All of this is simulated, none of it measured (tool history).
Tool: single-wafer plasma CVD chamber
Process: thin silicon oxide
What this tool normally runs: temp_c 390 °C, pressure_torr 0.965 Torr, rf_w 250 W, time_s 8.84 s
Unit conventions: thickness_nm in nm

run	hour	temp_c	pressure_torr	rf_w	time_s	wafers since the last listed run	hours since the last thermocouple change	hours since the last RF generator calibration	hours since the last manometer calibration	hours since the showerhead was replaced	hours since the gauge calibration	read-back reference wafer on the same gauge, thickness_nm	thickness_nm
1	0.0	390	0.883	250	8.84	0	1486.9	378.9	2598.6	4546.9	80.1	16.494	16.115
2	51.9	390	0.883	250	8.84	2178	1538.8	430.8	2650.5	4598.8	132.0	16.503	16.169
3	104.6	390	0.883	250	8.84	2211	1591.5	483.5	2703.2	4651.5	184.7	16.485	16.193
4	164.3	401	0.965	250	8.84	2505	1651.2	543.2	2762.9	4711.2	244.4	16.504	16.679
5	195.3	401	0.965	250	8.84	1300	1682.2	574.2	2793.9	4742.2	275.4	16.477	16.567
6	256.2	401	0.965	250	8.84	2555	1743.1	635.1	2854.8	4803.1	336.3	16.499	16.679
7	300.5	390	0.965	250	8.84	1859	1787.4	679.4	2899.1	4847.4	380.6	16.521	16.809
# hour 316.5: capacitance manometer re-zeroed and calibrated
8	367.5	390	0.965	250	8.84	2475	1854.4	746.4	51.0	4914.4	447.6	16.518	16.707
# hour 378.1: thermocouple changed; heater temperature recalibrated
9	436.4	390	0.965	250	8.84	2555	58.3	815.3	119.9	4983.3	516.5	16.513	16.836
# hour 450.1: showerhead replaced
# hour 497.3: RF generator calibrated
10	498.8	395	0.897	250	7.35	1947	120.7	1.5	182.3	48.7	578.9	16.519	13.518
11	537.4	390	0.965	250	8.84	1619	159.3	40.1	220.9	87.3	617.5	16.512	16.821
12	595.0	390	0.965	250	8.84	2417	216.9	97.7	278.5	144.9	675.1	16.472	16.808
13	652.1	390	1.100	280	8.84	2396	274.0	154.8	335.6	202.0	732.2	16.478	18.124
# hour 703.3: gauge calibrated
14	711.0	381	0.811	230	10.58	2471	332.9	213.7	394.5	260.9	7.7	16.489	18.356
15	764.3	401	1.186	210	7.11	2236	386.2	267.0	447.8	314.2	61.0	16.492	13.675
16	834.0	402	0.809	265	7.74	2925	455.9	336.7	517.5	383.9	130.7	16.480	13.794
17	892.8	390	0.868	270	8.84	2467	514.7	395.5	576.3	442.7	189.5	16.487	16.477
18	947.0	390	0.965	250	8.84	2274	568.9	449.7	630.5	496.9	243.7	16.511	16.788
19	1002.9	390	0.965	250	8.84	2345	624.8	505.6	686.4	552.8	299.6	16.471	16.698

Consider 3 possible next runs. They are alternatives, not a sequence: every one starts from the tool as it was left by run 19. What does each give?
A	1003.3	390	0.965	295	8.84	16	625.2	506.0	686.8	553.2	300.0	?	?
B	1003.3	390	0.965	225	8.84	16	625.2	506.0	686.8	553.2	300.0	?	?
C	1003.3	390	0.965	275	9.45	16	625.2	506.0	686.8	553.2	300.0	?	?

run	read-back reference wafer on the same gauge, thickness_nm	thickness_nm
A	16.503	17.585
B	16.503	16.292
C	16.503	18.425
Take away the tool's hidden state, keep each run's random variation, and the runs would have read:
run	thickness_nm
A	17.585
B	16.292
C	18.425
